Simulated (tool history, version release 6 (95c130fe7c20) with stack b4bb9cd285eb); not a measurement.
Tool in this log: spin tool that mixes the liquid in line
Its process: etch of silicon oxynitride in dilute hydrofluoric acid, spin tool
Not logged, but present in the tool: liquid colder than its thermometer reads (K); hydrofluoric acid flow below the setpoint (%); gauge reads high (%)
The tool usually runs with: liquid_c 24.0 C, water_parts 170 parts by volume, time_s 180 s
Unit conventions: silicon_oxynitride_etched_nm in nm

run	day	liquid_c	water_parts	time_s	wafers since the last listed run	hours since the thermometer was replaced	hours since the hydrofluoric acid flow meter was replaced	hours since the gauge calibration	read-back film thickness of the silicon oxynitride reference wafer, read on the same gauge (nm)	silicon_oxynitride_etched_nm
1	0.000	25.5	150	180	0	153.5	358.9	380.9	40.013	3.478
2	0.521	24.0	170	180	78	166.0	371.4	393.4	39.963	2.859
3	1.638	24.0	170	180	168	192.8	398.2	420.2	40.007	2.858
# day 1.896: gauge calibrated
4	2.979	24.0	170	180	202	225.0	430.4	26.0	39.997	2.830
5	4.296	24.0	170	180	199	256.6	462.0	57.6	40.034	2.859
6	5.762	24.0	170	180	221	291.8	497.2	92.8	39.968	2.833
7	6.300	20.0	170	180	81	304.7	510.1	105.7	40.000	2.303
8	6.912	25.5	230	180	92	319.4	524.8	120.4	39.984	2.080
9	8.129	25.5	230	180	184	348.6	554.0	149.6	40.012	2.086
10	9.404	24.0	170	180	192	379.2	584.6	180.2	39.968	2.777
11	12.367	24.0	170	180	448	450.3	655.7	251.3	39.952	2.765
12	15.542	24.0	170	180	480	526.5	731.9	327.5	39.999	2.703
13	16.225	24.0	170	180	103	542.9	748.3	343.9	39.951	2.716
14	18.092	24.0	170	180	282	587.7	793.1	388.7	40.027	2.692
15	19.029	21.0	170	180	141	610.2	815.6	411.2	40.033	2.369
16	20.158	25.5	205	180	170	637.3	842.7	438.3	40.020	2.325
17	21.146	24.0	210	250	149	661.0	866.4	462.0	40.004	2.920
18	21.808	24.0	170	180	100	676.9	882.3	477.9	39.993	2.672
# day 22.500: gauge calibrated
19	25.821	22.5	135	250	606	773.2	978.6	79.7	39.992	4.411
20	26.933	24.0	170	80	168	799.9	1005.3	106.4	40.035	1.156
# day 27.008: thermometer replaced
21	28.200	20.0	170	180	185	28.6	1035.7	136.8	40.036	2.331
22	29.008	24.0	170	180	122	48.0	1055.1	156.2	39.979	2.807
# day 29.375: hydrofluoric acid flow meter replaced
23	30.271	24.0	170	120	184	78.3	21.5	186.5	39.995	1.935
24	31.575	21.5	245	180	197	109.6	52.8	217.8	39.969	1.750
25	32.292	28.0	90	225	108	126.8	70.0	235.0	39.988	8.923
26	33.475	21.5	195	280	178	155.2	98.4	263.4	39.959	3.529
27	34.662	26.5	210	180	179	183.7	126.9	291.9	39.989	2.579
28	35.458	25.5	110	220	120	202.8	146.0	311.0	40.015	6.122
29	36.896	24.0	245	255	217	237.3	180.5	345.5	40.001	2.692
30	37.904	22.5	170	180	152	261.5	204.7	369.7	40.018	2.751

How the hidden state differs across the entries between the runs, from the last listed run before each to the first after it:
Runs 3 to 4: gauge calibrated (day 1.896)
  liquid colder than its thermometer reads (K): 0.584 -> 0.643; hydrofluoric acid flow below the setpoint (%): 2.51 -> 2.68
  measured less the result without the state, silicon_oxynitride_etched_nm: -0.161 -> -0.174 nm
Runs 18 to 19: gauge calibrated (day 22.500)
  liquid colder than its thermometer reads (K): 1.48 -> 1.66; hydrofluoric acid flow below the setpoint (%): 5 -> 5.5
  measured less the result without the state, silicon_oxynitride_etched_nm: -0.357 -> -0.666 nm
Runs 20 to 21: thermometer replaced (day 27.008)
  liquid colder than its thermometer reads (K): 1.71 -> 0.0552; hydrofluoric acid flow below the setpoint (%): 5.64 -> 5.79
  measured less the result without the state, silicon_oxynitride_etched_nm: -0.178 -> -0.168 nm
Runs 22 to 23: hydrofluoric acid flow meter replaced (day 29.375)
  liquid colder than its thermometer reads (K): 0.0912 -> 0.147; hydrofluoric acid flow below the setpoint (%): 5.89 -> 0.517
  measured less the result without the state, silicon_oxynitride_etched_nm: -0.212 -> -0.025 nm
